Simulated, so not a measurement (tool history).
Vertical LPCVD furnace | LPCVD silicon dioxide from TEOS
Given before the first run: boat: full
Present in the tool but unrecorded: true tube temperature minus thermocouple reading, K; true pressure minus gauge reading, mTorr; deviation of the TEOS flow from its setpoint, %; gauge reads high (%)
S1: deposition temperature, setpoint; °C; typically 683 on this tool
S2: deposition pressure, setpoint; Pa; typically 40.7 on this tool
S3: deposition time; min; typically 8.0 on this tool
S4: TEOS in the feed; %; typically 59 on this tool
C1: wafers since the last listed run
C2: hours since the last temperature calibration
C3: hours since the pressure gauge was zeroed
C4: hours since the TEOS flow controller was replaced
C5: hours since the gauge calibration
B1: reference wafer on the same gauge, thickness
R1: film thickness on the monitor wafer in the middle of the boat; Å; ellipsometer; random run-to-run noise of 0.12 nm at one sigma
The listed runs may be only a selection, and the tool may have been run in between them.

run	day	S1	S2	S3	S4	C1	C2	C3	C4	C5	B1	R1
1	0.000	683	40.7	8.0	63	0	1411.3	2148.0	6025.3	442.8	30.58	382.4
2	2.375	683	40.7	8.0	59	1370	1468.3	2205.0	6082.3	499.8	30.62	368.9
3	6.279	683	40.7	8.0	59	2252	1562.0	2298.7	6176.0	593.5	30.62	370.3
4	10.233	683	40.7	8.0	59	2281	1656.9	2393.6	6270.9	688.4	30.61	370.5
5	13.929	683	40.7	8.0	59	2132	1745.6	2482.3	6359.6	777.1	30.54	368.5
6	16.200	683	40.7	6.5	59	1310	1800.1	2536.8	6414.1	831.6	30.63	301.9
7	19.679	683	40.7	8.0	59	2007	1883.6	2620.3	6497.6	915.1	30.60	370.0
8	22.258	683	40.7	8.0	59	1487	1945.5	2682.2	6559.5	977.0	30.59	370.2
9	24.525	683	40.7	8.0	59	1307	1999.9	2736.6	6613.9	1031.4	30.62	371.6
# day 28.900: TEOS flow controller replaced
10	28.967	683	40.7	8.0	59	1985	2106.5	2843.2	1.6	1138.0	30.58	370.8
11	32.592	683	40.7	8.0	59	2091	2193.5	2930.2	88.6	1225.0	30.61	370.3
12	36.517	683	40.7	8.0	59	2264	2287.7	3024.4	182.8	1319.2	30.62	371.9
# day 38.783: thermocouples replaced and temperature profile calibrated
13	40.267	671	40.7	6.0	59	1586	35.6	3114.4	272.8	1409.2	30.63	205.0
14	42.517	683	40.7	8.0	59	1298	89.6	3168.4	326.8	1463.2	30.54	363.9
15	46.062	694	40.7	5.5	52	2045	174.7	3253.5	411.9	1548.3	30.59	302.5
16	50.217	683	40.7	8.0	70	2396	274.4	3353.2	511.6	1648.0	30.57	393.7
# day 52.179: gauge calibrated
17	52.417	683	40.7	6.5	64	1269	327.2	3406.0	564.4	5.7	30.60	308.1
# day 56.250: pressure gauge zeroed
18	56.271	694	40.7	8.0	59	1646	419.7	0.5	656.9	98.2	30.63	487.7
19	58.838	683	36.7	8.0	48	1480	481.3	62.1	718.5	159.8	30.59	318.2
20	61.588	677	50.0	11.0	56	1586	547.3	128.1	784.5	225.8	30.58	477.7
21	65.475	688	45.3	8.0	49	2242	640.6	221.4	877.8	319.1	30.60	403.0
22	69.550	683	40.7	8.0	59	2350	738.4	319.2	975.6	416.9	30.61	373.9
23	72.462	671	40.7	9.0	63	1680	808.3	389.1	1045.5	486.8	30.62	323.8
24	76.283	683	40.7	8.0	59	2204	900.0	480.8	1137.2	578.5	30.61	376.3
25	78.462	683	40.7	7.0	59	1257	952.3	533.1	1189.5	630.8	30.65	326.2
26	81.179	683	40.7	8.0	59	1567	1017.5	598.3	1254.7	696.0	30.62	372.8
27	84.017	683	35.3	8.0	50	1637	1085.6	666.4	1322.8	764.1	30.59	319.9
28	88.517	691	36.0	8.0	53	2596	1193.6	774.4	1430.8	872.1	30.60	402.5
29	90.379	679	34.7	8.0	59	1074	1238.3	819.1	1475.5	916.8	30.60	312.4
30	92.388	677	32.7	8.0	59	1158	1286.5	867.3	1523.7	965.0	30.62	288.8

5 ways to go on from here, each from the tool as it stands after run 30. What would each give?
A	92.542	683	40.7	8.0	59	88	1290.2	871.0	1527.4	968.7	?	?
B	92.542	687	40.7	7.0	70	88	1290.2	871.0	1527.4	968.7	?	?
C	92.542	683	40.7	8.0	53	88	1290.2	871.0	1527.4	968.7	?	?
D	92.542	692	37.3	9.5	59	88	1290.2	871.0	1527.4	968.7	?	?
E	92.542	691	37.3	7.0	51	88	1290.2	871.0	1527.4	968.7	?	?

run	B1	R1
A	30.58	373.0
B	30.58	391.3
C	30.58	353.5
D	30.58	525.8
E	30.58	351.8
With no hidden state in the tool, these same runs would have given:
run	R1
A	369.2
B	387.3
C	349.9
D	520.8
E	348.4

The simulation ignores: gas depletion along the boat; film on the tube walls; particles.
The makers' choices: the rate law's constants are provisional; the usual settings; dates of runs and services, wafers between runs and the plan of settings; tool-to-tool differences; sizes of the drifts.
